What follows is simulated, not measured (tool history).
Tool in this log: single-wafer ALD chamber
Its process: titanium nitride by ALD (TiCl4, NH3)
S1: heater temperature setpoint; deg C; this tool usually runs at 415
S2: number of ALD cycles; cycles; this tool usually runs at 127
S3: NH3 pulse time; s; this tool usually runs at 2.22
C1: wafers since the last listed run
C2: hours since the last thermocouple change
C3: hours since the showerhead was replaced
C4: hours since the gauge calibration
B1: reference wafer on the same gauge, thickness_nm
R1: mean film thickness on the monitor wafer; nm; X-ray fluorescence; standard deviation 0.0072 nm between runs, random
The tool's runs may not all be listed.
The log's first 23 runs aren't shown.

run	hour	S1	S2	S3	C1	C2	C3	C4	B1	R1
24	1192.8	408	145	1.89	70	171.8	172.5	272.7	2.379	3.235
25	1234	411	136	1.34	66	213	213.7	313.9	2.377	2.924
26	1258.5	426	127	2.22	39	237.5	238.2	338.4	2.381	2.879
27	1329.5	415	107	2.22	115	308.5	309.2	409.4	2.384	2.416
28	1367.4	419	148	2.61	61	346.4	347.1	447.3	2.382	3.348
29	1404.7	410	142	1.98	60	383.7	384.4	484.6	2.381	3.174
30	1451.5	421	145	2.45	75	430.5	431.2	531.4	2.38	3.292
31	1511.6	415	127	2.22	97	490.6	491.3	591.5	2.379	2.87
32	1553.8	415	127	2.22	68	532.8	533.5	633.7	2.381	2.867
33	1612.5	415	136	1.55	95	591.5	592.2	692.4	2.378	2.982

5 options for the next run, each taken on its own from the tool as it stands now. Forecast them:
A	1613.2	415	127	2.22	1	592.2	592.9	693.1	?	?
B	1613.2	415	127	3.04	1	592.2	592.9	693.1	?	?
C	1613.2	428	127	2.22	1	592.2	592.9	693.1	?	?
D	1613.2	415	113	2.22	1	592.2	592.9	693.1	?	?
E	1613.2	405	146	2.73	1	592.2	592.9	693.1	?	?

run	B1	R1
A	2.38	2.861
B	2.38	2.898
C	2.38	2.87
D	2.38	2.546
E	2.38	3.314
The same runs, with their run-to-run variation unchanged, on a tool lacking any hidden condition would have given:
run	R1
A	2.861
B	2.898
C	2.87
D	2.546
E	3.314
